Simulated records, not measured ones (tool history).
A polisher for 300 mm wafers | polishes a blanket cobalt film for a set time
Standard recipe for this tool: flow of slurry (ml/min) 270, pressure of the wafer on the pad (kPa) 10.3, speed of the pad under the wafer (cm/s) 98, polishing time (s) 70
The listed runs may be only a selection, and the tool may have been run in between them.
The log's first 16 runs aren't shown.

| run | hour | flow of slurry (ml/min) | pressure of the wafer on the pad (kPa) | speed of the pad under the wafer (cm/s) | polishing time (s) | wafers since the last listed run | wafers polished on this pad | hours since the slurry nozzle was cleaned | hours since the head pressure was calibrated | incoming thickness of the incoming film, nm | film removed (Å) |
|---|---|---|---|---|---|---|---|---|---|---|---|
|  | 401 | worn pad replaced by a new one |
| 17 | 415.8 | 245 | 10.3 | 98 | 53 | 165 | 113 | 584.1 | 681.8 | 1562.3 | 1545 |
| 18 | 444.5 | 320 | 10.3 | 66 | 70 | 220 | 333 | 612.8 | 710.5 | 1568.6 | 1548 |
| 19 | 474.9 | 270 | 10.3 | 78 | 85 | 233 | 566 | 643.2 | 740.9 | 1585 | 2083 |
| 20 | 490.9 | 270 | 10.3 | 98 | 70 | 122 | 689 | 659.2 | 756.9 | 1595.1 | 2028 |
|  | 496.6 | head pressure recalibrated |
|  | 507.1 | slurry nozzle cleaned |
| 21 | 519.3 | 270 | 10.3 | 116 | 89 | 194 | 884 | 12.2 | 22.7 | 1571.1 | 3092 |
| 22 | 535.6 | 245 | 10.3 | 72 | 62 | 124 | 1009 | 28.5 | 39 | 1605.4 | 1498 |
| 23 | 570.5 | 270 | 7.6 | 132 | 70 | 267 | 1276 | 63.4 | 73.9 | 1577.8 | 2015 |
| 24 | 586.6 | 270 | 10.3 | 98 | 70 | 123 | 1400 | 79.5 | 90 | 1579.8 | 2172 |
| 25 | 613.9 | 270 | 10.3 | 98 | 70 | 209 | 1609 | 106.8 | 117.3 | 1603 | 2107 |
|  | 629.1 | worn pad replaced by a new one |
| 26 | 633.7 | 270 | 10.3 | 98 | 79 | 121 | 35 | 126.6 | 137.1 | 1577.5 | 2467 |
| 27 | 664.1 | 270 | 11 | 98 | 60 | 233 | 268 | 157 | 167.5 | 1579.7 | 1936 |
| 28 | 688.4 | 195 | 13.1 | 126 | 62 | 186 | 454 | 181.3 | 191.8 | 1566.7 | 2856 |
| 29 | 716.8 | 270 | 10.3 | 98 | 70 | 217 | 672 | 209.7 | 220.2 | 1608 | 2155 |
| 30 | 736.5 | 270 | 10.3 | 66 | 70 | 151 | 823 | 229.4 | 239.9 | 1590.8 | 1583 |
| 31 | 752.1 | 270 | 9.7 | 124 | 70 | 119 | 943 | 245 | 255.5 | 1605.5 | 2423 |
| 32 | 765.1 | 270 | 10.3 | 98 | 70 | 99 | 1042 | 258 | 268.5 | 1586 | 2140 |
| 33 | 786.1 | 270 | 10.3 | 98 | 55 | 161 | 1203 | 279 | 289.5 | 1569.1 | 1664 |
| 34 | 813.3 | 270 | 10.3 | 98 | 70 | 208 | 1412 | 306.2 | 316.7 | 1600.6 | 2146 |
| 35 | 833 | 245 | 9 | 116 | 76 | 151 | 1563 | 325.9 | 336.4 | 1597.5 | 2279 |
|  | 853.6 | worn pad replaced by a new one |
| 36 | 857.1 | 270 | 10.3 | 98 | 70 | 154 | 27 | 350 | 360.5 | 1586.1 | 2160 |
| 37 | 885.4 | 215 | 8.3 | 98 | 60 | 217 | 244 | 378.3 | 388.8 | 1567.4 | 1463 |

Consider 4 possible next runs. They are alternatives, not a sequence: every one starts from the tool as it was left by run 37. What does each give?
| A | 885.8 | 270 | 10.3 | 98 | 70 | 3 | 247 | 378.7 | 389.2 | 1562.4 | ? |
| B | 885.8 | 320 | 10.3 | 98 | 70 | 3 | 247 | 378.7 | 389.2 | 1562.4 | ? |
| C | 885.8 | 270 | 10.3 | 122 | 60 | 3 | 247 | 378.7 | 389.2 | 1562.4 | ? |
| D | 885.8 | 225 | 10.3 | 98 | 54 | 3 | 247 | 378.7 | 389.2 | 1562.4 | ? |

| run | film removed (Å) |
|---|---|
| A | 2132 |
| B | 2159 |
| C | 2178 |
| D | 1621 |
Without the tool's hidden state the same runs would have given:
| run | film removed (Å) |
|---|---|
| A | 2159 |
| B | 2184 |
| C | 2205 |
| D | 1644 |
